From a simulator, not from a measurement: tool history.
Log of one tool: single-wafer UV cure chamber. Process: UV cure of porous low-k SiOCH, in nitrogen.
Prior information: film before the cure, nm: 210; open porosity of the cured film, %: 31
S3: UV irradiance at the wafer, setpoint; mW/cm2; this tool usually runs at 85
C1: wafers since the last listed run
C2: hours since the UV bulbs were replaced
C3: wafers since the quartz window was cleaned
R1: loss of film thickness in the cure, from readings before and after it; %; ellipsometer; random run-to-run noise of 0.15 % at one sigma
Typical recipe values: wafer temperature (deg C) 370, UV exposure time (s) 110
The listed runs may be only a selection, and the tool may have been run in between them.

{"run": 1, "hour": 0.0, "wafer temperature (deg C)": 370, "UV exposure time (s)": 110, "S3": 85, "C1": 0, "C2": 938.3, "C3": 814, "R1": 10.307}
{"run": 2, "hour": 70.8, "wafer temperature (deg C)": 370, "UV exposure time (s)": 110, "S3": 85, "C1": 612, "C2": 1009.1, "C3": 1427, "R1": 10.428}
{"run": 3, "hour": 117.4, "wafer temperature (deg C)": 370, "UV exposure time (s)": 110, "S3": 85, "C1": 403, "C2": 1055.7, "C3": 1830, "R1": 10.145}
{"run": 4, "hour": 151.8, "wafer temperature (deg C)": 370, "UV exposure time (s)": 110, "S3": 85, "C1": 297, "C2": 1090.1, "C3": 2128, "R1": 10.126}
{"run": 5, "hour": 213.3, "wafer temperature (deg C)": 370, "UV exposure time (s)": 110, "S3": 85, "C1": 532, "C2": 1151.6, "C3": 2660, "R1": 10.089}
{"run": 6, "hour": 267.2, "wafer temperature (deg C)": 370, "UV exposure time (s)": 110, "S3": 85, "C1": 466, "C2": 1205.5, "C3": 3126, "R1": 10.189}
{"run": 7, "hour": 295.4, "wafer temperature (deg C)": 370, "UV exposure time (s)": 110, "S3": 85, "C1": 243, "C2": 1233.7, "C3": 3370, "R1": 9.817}
{"hour": 341.7, "done": "UV bulbs replaced"}
{"run": 8, "hour": 342.2, "wafer temperature (deg C)": 370, "UV exposure time (s)": 110, "S3": 113, "C1": 335, "C2": 0.5, "C3": 3706, "R1": 11.391}
{"run": 9, "hour": 370.4, "wafer temperature (deg C)": 370, "UV exposure time (s)": 110, "S3": 85, "C1": 243, "C2": 28.7, "C3": 3950, "R1": 9.686}
{"run": 10, "hour": 405.5, "wafer temperature (deg C)": 370, "UV exposure time (s)": 110, "S3": 85, "C1": 303, "C2": 63.8, "C3": 4253, "R1": 9.951}
{"hour": 421.8, "done": "quartz window cleaned"}
{"run": 11, "hour": 477.5, "wafer temperature (deg C)": 370, "UV exposure time (s)": 110, "S3": 85, "C1": 553, "C2": 135.8, "C3": 482, "R1": 10.423}
{"run": 12, "hour": 549.3, "wafer temperature (deg C)": 370, "UV exposure time (s)": 110, "S3": 85, "C1": 621, "C2": 207.6, "C3": 1103, "R1": 10.051}
{"run": 13, "hour": 613.4, "wafer temperature (deg C)": 370, "UV exposure time (s)": 125, "S3": 62, "C1": 554, "C2": 271.7, "C3": 1657, "R1": 9.026}
{"run": 14, "hour": 664.8, "wafer temperature (deg C)": 370, "UV exposure time (s)": 125, "S3": 62, "C1": 444, "C2": 323.1, "C3": 2102, "R1": 9.114}
{"run": 15, "hour": 691.5, "wafer temperature (deg C)": 357, "UV exposure time (s)": 110, "S3": 85, "C1": 231, "C2": 349.8, "C3": 2333, "R1": 9.86}
{"run": 16, "hour": 732.8, "wafer temperature (deg C)": 357, "UV exposure time (s)": 110, "S3": 85, "C1": 357, "C2": 391.1, "C3": 2690, "R1": 9.763}
{"run": 17, "hour": 780.1, "wafer temperature (deg C)": 357, "UV exposure time (s)": 110, "S3": 85, "C1": 409, "C2": 438.4, "C3": 3100, "R1": 9.735}
{"run": 18, "hour": 811.2, "wafer temperature (deg C)": 370, "UV exposure time (s)": 110, "S3": 85, "C1": 269, "C2": 469.5, "C3": 3369, "R1": 10.022}
{"run": 19, "hour": 859.7, "wafer temperature (deg C)": 370, "UV exposure time (s)": 110, "S3": 85, "C1": 419, "C2": 518.0, "C3": 3788, "R1": 9.849}
{"run": 20, "hour": 899.0, "wafer temperature (deg C)": 370, "UV exposure time (s)": 110, "S3": 85, "C1": 340, "C2": 557.3, "C3": 4128, "R1": 9.845}
{"hour": 916.3, "done": "quartz window cleaned"}
{"run": 21, "hour": 960.4, "wafer temperature (deg C)": 370, "UV exposure time (s)": 110, "S3": 85, "C1": 462, "C2": 618.7, "C3": 381, "R1": 10.387}
{"run": 22, "hour": 1010.3, "wafer temperature (deg C)": 370, "UV exposure time (s)": 110, "S3": 101, "C1": 431, "C2": 668.6, "C3": 813, "R1": 11.276}
{"run": 23, "hour": 1062.2, "wafer temperature (deg C)": 370, "UV exposure time (s)": 110, "S3": 101, "C1": 449, "C2": 720.5, "C3": 1262, "R1": 11.072}
{"run": 24, "hour": 1125.0, "wafer temperature (deg C)": 370, "UV exposure time (s)": 110, "S3": 101, "C1": 543, "C2": 783.3, "C3": 1805, "R1": 11.255}
{"run": 25, "hour": 1166.3, "wafer temperature (deg C)": 370, "UV exposure time (s)": 95, "S3": 85, "C1": 357, "C2": 824.6, "C3": 2162, "R1": 9.369}
{"run": 26, "hour": 1226.2, "wafer temperature (deg C)": 370, "UV exposure time (s)": 65, "S3": 85, "C1": 518, "C2": 884.5, "C3": 2681, "R1": 7.228}
{"run": 27, "hour": 1293.6, "wafer temperature (deg C)": 370, "UV exposure time (s)": 50, "S3": 105, "C1": 583, "C2": 951.9, "C3": 3264, "R1": 7.028}
{"run": 28, "hour": 1351.1, "wafer temperature (deg C)": 352, "UV exposure time (s)": 175, "S3": 100, "C1": 497, "C2": 1009.4, "C3": 3761, "R1": 12.665}
{"run": 29, "hour": 1380.8, "wafer temperature (deg C)": 370, "UV exposure time (s)": 75, "S3": 85, "C1": 256, "C2": 1039.1, "C3": 4018, "R1": 7.941}
{"run": 30, "hour": 1413.0, "wafer temperature (deg C)": 370, "UV exposure time (s)": 110, "S3": 85, "C1": 278, "C2": 1071.3, "C3": 4297, "R1": 10.088}
{"run": 31, "hour": 1448.1, "wafer temperature (deg C)": 361, "UV exposure time (s)": 50, "S3": 85, "C1": 303, "C2": 1106.4, "C3": 4600, "R1": 6.007}
{"hour": 1458.3, "done": "quartz window cleaned"}
{"run": 32, "hour": 1476.6, "wafer temperature (deg C)": 360, "UV exposure time (s)": 110, "S3": 45, "C1": 177, "C2": 1134.9, "C3": 158, "R1": 7.126}
{"run": 33, "hour": 1536.7, "wafer temperature (deg C)": 370, "UV exposure time (s)": 145, "S3": 85, "C1": 519, "C2": 1195.0, "C3": 678, "R1": 12.112}
{"run": 34, "hour": 1585.1, "wafer temperature (deg C)": 357, "UV exposure time (s)": 110, "S3": 46, "C1": 418, "C2": 1243.4, "C3": 1097, "R1": 6.796}
{"run": 35, "hour": 1725.2, "wafer temperature (deg C)": 370, "UV exposure time (s)": 110, "S3": 85, "C1": 1212, "C2": 1383.5, "C3": 2309, "R1": 10.006}
{"run": 36, "hour": 1768.8, "wafer temperature (deg C)": 370, "UV exposure time (s)": 110, "S3": 85, "C1": 377, "C2": 1427.1, "C3": 2686, "R1": 9.929}
{"run": 37, "hour": 1835.5, "wafer temperature (deg C)": 377, "UV exposure time (s)": 45, "S3": 70, "C1": 577, "C2": 1493.8, "C3": 3263, "R1": 4.918}
{"run": 38, "hour": 1891.6, "wafer temperature (deg C)": 370, "UV exposure time (s)": 165, "S3": 85, "C1": 485, "C2": 1549.9, "C3": 3749, "R1": 12.253}
{"hour": 1929.2, "done": "UV bulbs replaced"}
{"run": 39, "hour": 1949.9, "wafer temperature (deg C)": 370, "UV exposure time (s)": 50, "S3": 105, "C1": 435, "C2": 20.7, "C3": 4184, "R1": 7.098}
{"hour": 1983.5, "done": "quartz window cleaned"}
{"run": 40, "hour": 1992.0, "wafer temperature (deg C)": 352, "UV exposure time (s)": 150, "S3": 85, "C1": 295, "C2": 62.8, "C3": 73, "R1": 11.931}
{"run": 41, "hour": 2048.4, "wafer temperature (deg C)": 382, "UV exposure time (s)": 110, "S3": 85, "C1": 487, "C2": 119.2, "C3": 561, "R1": 10.512}
{"run": 42, "hour": 2079.6, "wafer temperature (deg C)": 359, "UV exposure time (s)": 110, "S3": 63, "C1": 269, "C2": 150.4, "C3": 831, "R1": 8.453}
{"run": 43, "hour": 2141.3, "wafer temperature (deg C)": 370, "UV exposure time (s)": 110, "S3": 85, "C1": 533, "C2": 212.1, "C3": 1365, "R1": 9.938}
{"run": 44, "hour": 2195.5, "wafer temperature (deg C)": 370, "UV exposure time (s)": 125, "S3": 85, "C1": 468, "C2": 266.3, "C3": 1834, "R1": 10.63}
{"run": 45, "hour": 2231.0, "wafer temperature (deg C)": 370, "UV exposure time (s)": 110, "S3": 85, "C1": 307, "C2": 301.8, "C3": 2141, "R1": 9.74}
{"run": 46, "hour": 2285.6, "wafer temperature (deg C)": 370, "UV exposure time (s)": 80, "S3": 69, "C1": 472, "C2": 356.4, "C3": 2613, "R1": 7.248}
{"run": 47, "hour": 2336.4, "wafer temperature (deg C)": 379, "UV exposure time (s)": 110, "S3": 49, "C1": 439, "C2": 407.2, "C3": 3053, "R1": 7.174}
{"run": 48, "hour": 2377.6, "wafer temperature (deg C)": 388, "UV exposure time (s)": 160, "S3": 104, "C1": 356, "C2": 448.4, "C3": 3409, "R1": 13.8}
{"run": 49, "hour": 2444.7, "wafer temperature (deg C)": 362, "UV exposure time (s)": 110, "S3": 75, "C1": 580, "C2": 515.5, "C3": 3990, "R1": 8.691}

How the hidden state differs across the entries between the runs, from the last listed run before each to the first after it:
Runs 7 to 8: UV bulbs replaced (hour 341.7)
  transmission lost against a clean window, %: 12.8 -> 13.1
  difference, measured minus the result without the unlogged condition, R1: -0.726 -> -0.763 %
Runs 10 to 11: quartz window cleaned (hour 421.8)
  transmission lost against a clean window, %: 13.4 -> 4.47
  difference, measured minus the result without the unlogged condition, R1: -0.776 -> -0.245 %
Runs 20 to 21: quartz window cleaned (hour 916.3)
  transmission lost against a clean window, %: 13.3 -> 3.55
  difference, measured minus the result without the unlogged condition, R1: -0.760 -> -0.193 %
Runs 31 to 32: quartz window cleaned (hour 1458.3)
  transmission lost against a clean window, %: 13.3 -> 1.9
  difference, measured minus the result without the unlogged condition, R1: -0.652 -> -0.092 %
Runs 38 to 39: UV bulbs replaced (hour 1929.2)
  transmission lost against a clean window, %: 13 -> 13.3
  difference, measured minus the result without the unlogged condition, R1: -0.772 -> -0.701 %
Runs 39 to 40: quartz window cleaned (hour 1983.5)
  transmission lost against a clean window, %: 13.3 -> 3.97
  difference, measured minus the result without the unlogged condition, R1: -0.701 -> -0.224 %
